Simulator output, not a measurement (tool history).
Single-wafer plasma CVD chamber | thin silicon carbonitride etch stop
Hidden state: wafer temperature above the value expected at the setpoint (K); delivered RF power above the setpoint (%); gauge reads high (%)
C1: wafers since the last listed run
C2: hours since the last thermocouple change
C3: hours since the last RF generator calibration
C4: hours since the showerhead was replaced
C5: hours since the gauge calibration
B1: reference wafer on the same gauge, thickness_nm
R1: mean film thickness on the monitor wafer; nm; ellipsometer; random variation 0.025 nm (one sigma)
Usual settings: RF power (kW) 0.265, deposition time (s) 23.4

run 1 day=0 | RF_power_(kW)=0.285 deposition_time_(s)=25 | C1=0 C2=1632.8 C3=1711.3 C4=6226.2 C5=118 | B1=17.602 | R1=17.409
run 2 day=0.592 | RF_power_(kW)=0.255 deposition_time_(s)=20.8 | C1=336 C2=1647 C3=1725.5 C4=6240.4 C5=132.2 | B1=17.598 | R1=14.07
run 3 day=1.3 | RF_power_(kW)=0.255 deposition_time_(s)=20.8 | C1=402 C2=1664 C3=1742.5 C4=6257.4 C5=149.2 | B1=17.599 | R1=14.065
run 4 day=1.846 | RF_power_(kW)=0.265 deposition_time_(s)=23.4 | C1=310 C2=1677.1 C3=1755.6 C4=6270.5 C5=162.3 | B1=17.6 | R1=15.972
run 5 day=2.529 | RF_power_(kW)=0.265 deposition_time_(s)=23.4 | C1=388 C2=1693.5 C3=1772 C4=6286.9 C5=178.7 | B1=17.601 | R1=15.959
run 6 day=3.275 | RF_power_(kW)=0.265 deposition_time_(s)=23.4 | C1=424 C2=1711.4 C3=1789.9 C4=6304.8 C5=196.6 | B1=17.598 | R1=15.961
run 7 day=3.529 | RF_power_(kW)=0.265 deposition_time_(s)=23.4 | C1=144 C2=1717.5 C3=1796 C4=6310.9 C5=202.7 | B1=17.601 | R1=15.932
run 8 day=3.808 | RF_power_(kW)=0.265 deposition_time_(s)=23.4 | C1=158 C2=1724.2 C3=1802.7 C4=6317.6 C5=209.4 | B1=17.616 | R1=15.972
run 9 day=4.438 | RF_power_(kW)=0.245 deposition_time_(s)=23.4 | C1=357 C2=1739.3 C3=1817.8 C4=6332.7 C5=224.5 | B1=17.601 | R1=15.632
run 10 day=5.175 | RF_power_(kW)=0.245 deposition_time_(s)=23.4 | C1=419 C2=1757 C3=1835.5 C4=6350.4 C5=242.2 | B1=17.605 | R1=15.59
run 11 day=5.85 | RF_power_(kW)=0.265 deposition_time_(s)=24.4 | C1=383 C2=1773.2 C3=1851.7 C4=6366.6 C5=258.4 | B1=17.592 | R1=16.629
-- day=6.804 RF generator calibrated
run 12 day=7.079 | RF_power_(kW)=0.265 deposition_time_(s)=23.4 | C1=509 C2=1802.7 C3=6.6 C4=6396.1 C5=287.9 | B1=17.6 | R1=16.371
run 13 day=7.488 | RF_power_(kW)=0.265 deposition_time_(s)=23.4 | C1=232 C2=1812.5 C3=16.4 C4=6405.9 C5=297.7 | B1=17.59 | R1=16.336
run 14 day=8.125 | RF_power_(kW)=0.265 deposition_time_(s)=23.4 | C1=362 C2=1827.8 C3=31.7 C4=6421.2 C5=313 | B1=17.586 | R1=16.364
run 15 day=8.817 | RF_power_(kW)=0.265 deposition_time_(s)=20.7 | C1=393 C2=1844.4 C3=48.3 C4=6437.8 C5=329.6 | B1=17.605 | R1=14.481
-- day=8.867 gauge calibrated
-- day=10.038 thermocouple changed; heater temperature recalibrated
run 16 day=10.058 | RF_power_(kW)=0.305 deposition_time_(s)=23.4 | C1=516 C2=0.5 C3=78.1 C4=6467.6 C5=28.6 | B1=17.587 | R1=17.031
run 17 day=10.838 | RF_power_(kW)=0.265 deposition_time_(s)=23.4 | C1=443 C2=19.2 C3=96.8 C4=6486.3 C5=47.3 | B1=17.592 | R1=16.332
run 18 day=11.088 | RF_power_(kW)=0.25 deposition_time_(s)=21.4 | C1=142 C2=25.2 C3=102.8 C4=6492.3 C5=53.3 | B1=17.601 | R1=14.729
run 19 day=11.754 | RF_power_(kW)=0.285 deposition_time_(s)=22 | C1=379 C2=41.2 C3=118.8 C4=6508.3 C5=69.3 | B1=17.607 | R1=15.69
run 20 day=12.367 | RF_power_(kW)=0.265 deposition_time_(s)=23.4 | C1=348 C2=55.9 C3=133.5 C4=6523 C5=84 | B1=17.587 | R1=16.342
-- day=13.112 showerhead replaced
run 21 day=13.133 | RF_power_(kW)=0.265 deposition_time_(s)=23.4 | C1=246 C2=74.3 C3=151.9 C4=0.5 C5=102.4 | B1=17.602 | R1=16.317
run 22 day=13.146 | RF_power_(kW)=0.25 deposition_time_(s)=24.6 | C1=7 C2=74.6 C3=152.2 C4=0.8 C5=102.7 | B1=17.611 | R1=16.904
run 23 day=13.692 | RF_power_(kW)=0.315 deposition_time_(s)=25.6 | C1=310 C2=87.7 C3=165.3 C4=13.9 C5=115.8 | B1=17.602 | R1=18.726
run 24 day=14.417 | RF_power_(kW)=0.245 deposition_time_(s)=27.5 | C1=412 C2=105.1 C3=182.7 C4=31.3 C5=133.2 | B1=17.606 | R1=18.748
run 25 day=14.704 | RF_power_(kW)=0.22 deposition_time_(s)=23.4 | C1=163 C2=112 C3=189.6 C4=38.2 C5=140.1 | B1=17.591 | R1=15.505
run 26 day=15.388 | RF_power_(kW)=0.3 deposition_time_(s)=20.2 | C1=388 C2=128.4 C3=206 C4=54.6 C5=156.5 | B1=17.605 | R1=14.585
run 27 day=15.725 | RF_power_(kW)=0.215 deposition_time_(s)=21.1 | C1=191 C2=136.5 C3=214.1 C4=62.7 C5=164.6 | B1=17.594 | R1=13.885
run 28 day=16.471 | RF_power_(kW)=0.265 deposition_time_(s)=21.2 | C1=424 C2=154.4 C3=232 C4=80.6 C5=182.5 | B1=17.597 | R1=14.757
run 29 day=18.525 | RF_power_(kW)=0.265 deposition_time_(s)=24.4 | C1=1168 C2=203.7 C3=281.3 C4=129.9 C5=231.8 | B1=17.61 | R1=17.015
run 30 day=18.912 | RF_power_(kW)=0.265 deposition_time_(s)=23.4 | C1=220 C2=213 C3=290.6 C4=139.2 C5=241.1 | B1=17.6 | R1=16.301
run 31 day=19.254 | RF_power_(kW)=0.265 deposition_time_(s)=23.4 | C1=194 C2=221.2 C3=298.8 C4=147.4 C5=249.3 | B1=17.601 | R1=16.318
run 32 day=19.888 | RF_power_(kW)=0.265 deposition_time_(s)=23.4 | C1=360 C2=236.4 C3=314 C4=162.6 C5=264.5 | B1=17.605 | R1=16.281
run 33 day=20.629 | RF_power_(kW)=0.265 deposition_time_(s)=27.2 | C1=421 C2=254.2 C3=331.8 C4=180.4 C5=282.3 | B1=17.597 | R1=18.932
run 34 day=21 | RF_power_(kW)=0.265 deposition_time_(s)=23.4 | C1=210 C2=263.1 C3=340.7 C4=189.3 C5=291.2 | B1=17.593 | R1=16.276
run 35 day=21.508 | RF_power_(kW)=0.225 deposition_time_(s)=28 | C1=289 C2=275.3 C3=352.9 C4=201.5 C5=303.4 | B1=17.608 | R1=18.65
run 36 day=21.808 | RF_power_(kW)=0.245 deposition_time_(s)=27.1 | C1=170 C2=282.5 C3=360.1 C4=208.7 C5=310.6 | B1=17.597 | R1=18.452

Forecast each of these 3 alternatives for the next run:
run A day=21.825 | RF_power_(kW)=0.265 deposition_time_(s)=27.5 | C1=9 C2=282.9 C3=360.5 C4=209.1 C5=311 | B1=? | R1=?
run B day=21.825 | RF_power_(kW)=0.245 deposition_time_(s)=21.4 | C1=9 C2=282.9 C3=360.5 C4=209.1 C5=311 | B1=? | R1=?
run C day=21.825 | RF_power_(kW)=0.31 deposition_time_(s)=26.7 | C1=9 C2=282.9 C3=360.5 C4=209.1 C5=311 | B1=? | R1=?

run=A B1=17.599 R1=19.147
run=B B1=17.599 R1=14.585
run=C B1=17.599 R1=19.409
Without the tool's hidden state the same runs would have given:
run=A R1=19.274
run=B R1=14.682
run=C R1=19.539
